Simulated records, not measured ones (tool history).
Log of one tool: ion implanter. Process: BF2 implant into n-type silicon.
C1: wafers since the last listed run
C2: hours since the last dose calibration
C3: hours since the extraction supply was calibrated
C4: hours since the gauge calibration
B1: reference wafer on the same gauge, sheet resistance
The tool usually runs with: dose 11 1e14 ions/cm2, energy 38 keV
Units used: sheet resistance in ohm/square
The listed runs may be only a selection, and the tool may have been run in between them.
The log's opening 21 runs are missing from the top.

{"run": 22, "day": 53.308, "dose": 11, "energy": 38, "C1": 671, "C2": 2157.7, "C3": 4939.3, "C4": 202.2, "B1": 169.81, "sheet resistance": 144.9}
{"run": 23, "day": 57.188, "dose": 11, "energy": 38, "C1": 932, "C2": 2250.8, "C3": 5032.4, "C4": 295.3, "B1": 170.1, "sheet resistance": 144.84}
{"run": 24, "day": 58.529, "dose": 11, "energy": 38, "C1": 322, "C2": 2283, "C3": 5064.6, "C4": 327.5, "B1": 170.07, "sheet resistance": 144.92}
{"run": 25, "day": 59.796, "dose": 11, "energy": 48, "C1": 304, "C2": 2313.4, "C3": 5095, "C4": 357.9, "B1": 170, "sheet resistance": 131.75}
{"run": 26, "day": 62.608, "dose": 7.91, "energy": 50, "C1": 676, "C2": 2380.9, "C3": 5162.5, "C4": 425.4, "B1": 170.17, "sheet resistance": 155.19}
{"day": 64.171, "done": "extraction supply calibrated"}
{"day": 64.242, "done": "Faraday cup replaced and dose calibrated"}
{"run": 27, "day": 64.262, "dose": 12.31, "energy": 28.5, "C1": 300, "C2": 0.5, "C3": 2.2, "C4": 465.1, "B1": 170.2, "sheet resistance": 160.76}
{"run": 28, "day": 65.338, "dose": 7.72, "energy": 25, "C1": 258, "C2": 26.3, "C3": 28, "C4": 490.9, "B1": 170.33, "sheet resistance": 198.31}
{"run": 29, "day": 66.875, "dose": 11.86, "energy": 32, "C1": 369, "C2": 63.2, "C3": 64.9, "C4": 527.8, "B1": 170.33, "sheet resistance": 153.91}
{"run": 30, "day": 69.308, "dose": 9.78, "energy": 38, "C1": 585, "C2": 121.6, "C3": 123.3, "C4": 586.2, "B1": 170.35, "sheet resistance": 152.78}
{"run": 31, "day": 77.771, "dose": 13.41, "energy": 28, "C1": 2035, "C2": 324.7, "C3": 326.4, "C4": 789.3, "B1": 170.82, "sheet resistance": 161.39}
{"run": 32, "day": 79.358, "dose": 12.56, "energy": 32, "C1": 381, "C2": 362.8, "C3": 364.5, "C4": 827.4, "B1": 171.09, "sheet resistance": 152.17}
{"run": 33, "day": 81.992, "dose": 11, "energy": 38, "C1": 633, "C2": 426, "C3": 427.7, "C4": 890.6, "B1": 171.07, "sheet resistance": 146.62}
{"run": 34, "day": 83.933, "dose": 7.8, "energy": 29, "C1": 466, "C2": 472.6, "C3": 474.3, "C4": 937.2, "B1": 171.22, "sheet resistance": 186.3}
{"run": 35, "day": 86.362, "dose": 11, "energy": 38, "C1": 584, "C2": 530.9, "C3": 532.6, "C4": 995.5, "B1": 171.57, "sheet resistance": 146.28}

Estimate the outcome of run 36 from the log above:
{"run": 36, "day": 88.833, "dose": 8.24, "energy": 30.5, "C1": 594, "C2": 590.2, "C3": 591.9, "C4": 1054.8, "B1": "?", "sheet resistance": "?"}

B1: 171.8
sheet resistance: 177.93 ohm/square
On a tool with no hidden condition, and with the same random variation, this run would have come out at sheet resistance 176.21 ohm/square.

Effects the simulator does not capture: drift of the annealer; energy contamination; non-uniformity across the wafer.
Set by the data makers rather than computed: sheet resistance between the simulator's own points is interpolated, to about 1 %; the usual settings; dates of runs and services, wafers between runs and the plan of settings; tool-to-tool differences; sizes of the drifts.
